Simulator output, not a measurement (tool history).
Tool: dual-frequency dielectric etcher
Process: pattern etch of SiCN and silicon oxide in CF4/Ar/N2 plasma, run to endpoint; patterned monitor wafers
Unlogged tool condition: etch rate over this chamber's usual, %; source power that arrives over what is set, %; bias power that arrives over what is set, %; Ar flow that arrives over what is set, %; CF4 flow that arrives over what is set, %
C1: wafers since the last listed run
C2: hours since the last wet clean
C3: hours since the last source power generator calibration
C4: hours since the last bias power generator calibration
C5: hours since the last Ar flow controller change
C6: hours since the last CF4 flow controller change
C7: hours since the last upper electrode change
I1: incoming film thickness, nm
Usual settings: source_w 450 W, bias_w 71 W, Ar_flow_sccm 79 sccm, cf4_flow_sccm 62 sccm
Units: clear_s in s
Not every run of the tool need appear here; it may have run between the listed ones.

Run 1, hour 0: usual settings but source_w 480 W, bias_w 76 W; C1 0; C2 85.5; C3 3238.6; C4 3788.6; C5 3328.8; C6 34.7; C7 87.2; I1 16.11. Result: clear_s 17.6 s.
Run 2, hour 11.2: usual settings; C1 174; C2 96.7; C3 3249.8; C4 3799.8; C5 3340; C6 45.9; C7 98.4; I1 16.06. Result: clear_s 18.8 s.
Run 3, hour 28.1: usual settings; C1 263; C2 113.6; C3 3266.7; C4 3816.7; C5 3356.9; C6 62.8; C7 115.3; I1 16.06. Result: clear_s 18.8 s.
Run 4, hour 38: usual settings; C1 154; C2 123.5; C3 3276.6; C4 3826.6; C5 3366.8; C6 72.7; C7 125.2; I1 16.12. Result: clear_s 18.8 s.
Run 5, hour 68.6: usual settings; C1 476; C2 154.1; C3 3307.2; C4 3857.2; C5 3397.4; C6 103.3; C7 155.8; I1 16.19. Result: clear_s 18.8 s.
Run 6, hour 79.9: usual settings; C1 176; C2 165.4; C3 3318.5; C4 3868.5; C5 3408.7; C6 114.6; C7 167.1; I1 16.3. Result: clear_s 19 s.
Run 7, hour 88: usual settings but bias_w 87 W, Ar_flow_sccm 61 sccm, cf4_flow_sccm 74 sccm; C1 126; C2 173.5; C3 3326.6; C4 3876.6; C5 3416.8; C6 122.7; C7 175.2; I1 16.29. Result: clear_s 16.2 s.
At hour 98.5: Ar flow controller replaced.
Run 8, hour 99: usual settings but bias_w 86 W, cf4_flow_sccm 50 sccm; C1 77; C2 184.5; C3 3337.6; C4 3887.6; C5 0.5; C6 133.7; C7 186.2; I1 16.17. Result: clear_s 17.4 s.
Run 9, hour 113.9: usual settings but source_w 510 W, Ar_flow_sccm 92 sccm; C1 232; C2 199.4; C3 3352.5; C4 3902.5; C5 15.4; C6 148.6; C7 201.1; I1 16.08. Result: clear_s 17.9 s.
At hour 124.2: bias power generator calibrated.
Run 10, hour 124.6: usual settings but source_w 520 W, bias_w 58 W, cf4_flow_sccm 71 sccm; C1 104; C2 210.1; C3 3363.2; C4 0.4; C5 26.1; C6 159.3; C7 211.8; I1 16.23. Result: clear_s 19 s.
Run 11, hour 139.4: usual settings but bias_w 58 W, Ar_flow_sccm 69 sccm, cf4_flow_sccm 47 sccm; C1 230; C2 224.9; C3 3378; C4 15.2; C5 40.9; C6 174.1; C7 226.6; I1 16.03. Result: clear_s 21 s.
Run 12, hour 146: usual settings but source_w 560 W, bias_w 86 W, Ar_flow_sccm 65 sccm, cf4_flow_sccm 47 sccm; C1 102; C2 231.5; C3 3384.6; C4 21.8; C5 47.5; C6 180.7; C7 233.2; I1 16.28. Result: clear_s 15.1 s.
At hour 168.1: source power generator calibrated.
Run 13, hour 185.9: usual settings but source_w 510 W; C1 559; C2 271.4; C3 17.8; C4 61.7; C5 87.4; C6 220.6; C7 273.1; I1 16.16. Result: clear_s 17.3 s.
Run 14, hour 203.6: usual settings but source_w 360 W, bias_w 82 W; C1 275; C2 289.1; C3 35.5; C4 79.4; C5 105.1; C6 238.3; C7 290.8; I1 16.17. Result: clear_s 19.3 s.
Run 15, hour 217.7: usual settings but bias_w 65 W, Ar_flow_sccm 96 sccm; C1 219; C2 303.2; C3 49.6; C4 93.5; C5 119.2; C6 252.4; C7 304.9; I1 16.4. Result: clear_s 20.3 s.
Run 16, hour 229.8: usual settings but source_w 380 W, bias_w 88 W, Ar_flow_sccm 72 sccm, cf4_flow_sccm 55 sccm; C1 188; C2 315.3; C3 61.7; C4 105.6; C5 131.3; C6 264.5; C7 317; I1 16.25. Result: clear_s 18.3 s.
Run 17, hour 243.5: usual settings but bias_w 79 W; C1 213; C2 329; C3 75.4; C4 119.3; C5 145; C6 278.2; C7 330.7; I1 16.1. Result: clear_s 17.4 s.
Run 18, hour 254.8: usual settings but bias_w 85 W, Ar_flow_sccm 92 sccm, cf4_flow_sccm 53 sccm; C1 176; C2 340.3; C3 86.7; C4 130.6; C5 156.3; C6 289.5; C7 342; I1 16.17. Result: clear_s 17.6 s.
Run 19, hour 263.1: usual settings; C1 129; C2 348.6; C3 95; C4 138.9; C5 164.6; C6 297.8; C7 350.3; I1 16.32. Result: clear_s 18.6 s.
Run 20, hour 275.7: usual settings but bias_w 56 W, Ar_flow_sccm 69 sccm, cf4_flow_sccm 58 sccm; C1 196; C2 361.2; C3 107.6; C4 151.5; C5 177.2; C6 310.4; C7 362.9; I1 16.22. Result: clear_s 20.8 s.
Run 21, hour 290.9: usual settings but source_w 410 W, bias_w 57 W, Ar_flow_sccm 69 sccm; C1 236; C2 376.4; C3 122.8; C4 166.7; C5 192.4; C6 325.6; C7 378.1; I1 16.2. Result: clear_s 21.4 s.
Run 22, hour 303.9: usual settings but source_w 480 W, bias_w 81 W, cf4_flow_sccm 55 sccm; C1 202; C2 389.4; C3 135.8; C4 179.7; C5 205.4; C6 338.6; C7 391.1; I1 15.96. Result: clear_s 16.6 s.
At hour 330.7: wet clean of the chamber.
Run 23, hour 331.2: usual settings; C1 51; C2 0.5; C3 163.1; C4 207; C5 232.7; C6 365.9; C7 418.4; I1 16.21. Result: clear_s 19.1 s.
Run 24, hour 331.5: usual settings but source_w 410 W; C1 4; C2 0.8; C3 163.4; C4 207.3; C5 233; C6 366.2; C7 418.7; I1 16.17. Result: clear_s 20.1 s.

Alternative continuations, all from the tool just after run 24; predict every row:
Run A, hour 331.9: usual settings; C1 6; C2 1.2; C3 163.8; C4 207.7; C5 233.4; C6 366.6; C7 419.1; I1 16.19. Result: clear_s ?.
Run B, hour 331.9: usual settings but Ar_flow_sccm 99 sccm, cf4_flow_sccm 72 sccm; C1 6; C2 1.2; C3 163.8; C4 207.7; C5 233.4; C6 366.6; C7 419.1; I1 16.19. Result: clear_s ?.
Run C, hour 331.9: usual settings but source_w 550 W, bias_w 57 W; C1 6; C2 1.2; C3 163.8; C4 207.7; C5 233.4; C6 366.6; C7 419.1; I1 16.19. Result: clear_s ?.
Run D, hour 331.9: usual settings but Ar_flow_sccm 98 sccm, cf4_flow_sccm 71 sccm; C1 6; C2 1.2; C3 163.8; C4 207.7; C5 233.4; C6 366.6; C7 419.1; I1 16.19. Result: clear_s ?.

run  clear_s
  A     19.1
  B     19.4
  C     19.1
  D     19.4
Take away the tool's hidden state, keep each run's random variation, and the runs would have read:
run  clear_s
  A     19.1
  B     19.4
  C     19.2
  D     19.4
